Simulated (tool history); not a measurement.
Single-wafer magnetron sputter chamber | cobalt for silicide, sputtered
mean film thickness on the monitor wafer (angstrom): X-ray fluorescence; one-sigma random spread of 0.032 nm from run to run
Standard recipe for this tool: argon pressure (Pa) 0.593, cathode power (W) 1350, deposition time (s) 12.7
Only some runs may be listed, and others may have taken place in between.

run	hour	argon pressure (Pa)	cathode power (W)	deposition time (s)	read-back reference wafer on the same gauge, thickness_nm	mean film thickness on the monitor wafer (angstrom)
1	0	0.593	1350	12.7	9.377	84.2
2	8.1	0.593	1350	12.7	9.369	84.46
3	23.9	0.593	1350	12.7	9.373	83.56
# hour 46: sputter target and shields replaced
4	46.5	0.593	1450	12.7	9.377	91.8
5	57.8	0.751	1350	12.7	9.366	81.89
6	66.1	0.751	1350	12.7	9.371	81.6
7	76.8	0.751	1350	12.7	9.368	81.08
# hour 87.1: capacitance manometer re-zeroed and calibrated
8	92.1	0.593	1350	12.7	9.376	84.5
# hour 103.9: magnet pack replaced, of another model than before
9	104.6	0.593	1350	12.7	9.371	83.8
10	110.9	0.593	1350	12.7	9.373	84.39
11	121.1	0.593	1350	12.7	9.362	83.41
# hour 131.1: sputter target and shields replaced
12	131.6	0.593	1350	12.7	9.366	86.99
13	143.6	0.593	1350	12.7	9.362	85.23
14	151.2	0.414	1350	13.4	9.359	97.02
# hour 155.2: gauge calibrated
15	164.7	0.737	1650	12	9.348	89.61
16	177.6	0.715	1550	10.6	9.369	75.93
17	192.8	0.799	1050	14.5	9.38	72.22
# hour 204.8: sputter target and shields replaced
18	210.2	0.593	1350	11.4	9.37	77.5
19	226.8	0.78	1050	10.6	9.39	53.89
20	244.7	0.593	1350	12.7	9.382	84.88
21	258.5	0.593	1250	12.7	9.364	78.96
22	266	0.593	1350	14.1	9.364	93.98

Expected results for the next run?
# hour 278.9: sputter target and shields replaced
23	279.4	0.593	1350	12.7	?	?

Run 23 came out at read-back reference wafer on the same gauge, thickness_nm 9.355, mean film thickness on the monitor wafer (angstrom) 85.8.
The same run, on a tool lacking any hidden state, would have yielded mean film thickness on the monitor wafer (angstrom) 86.12.
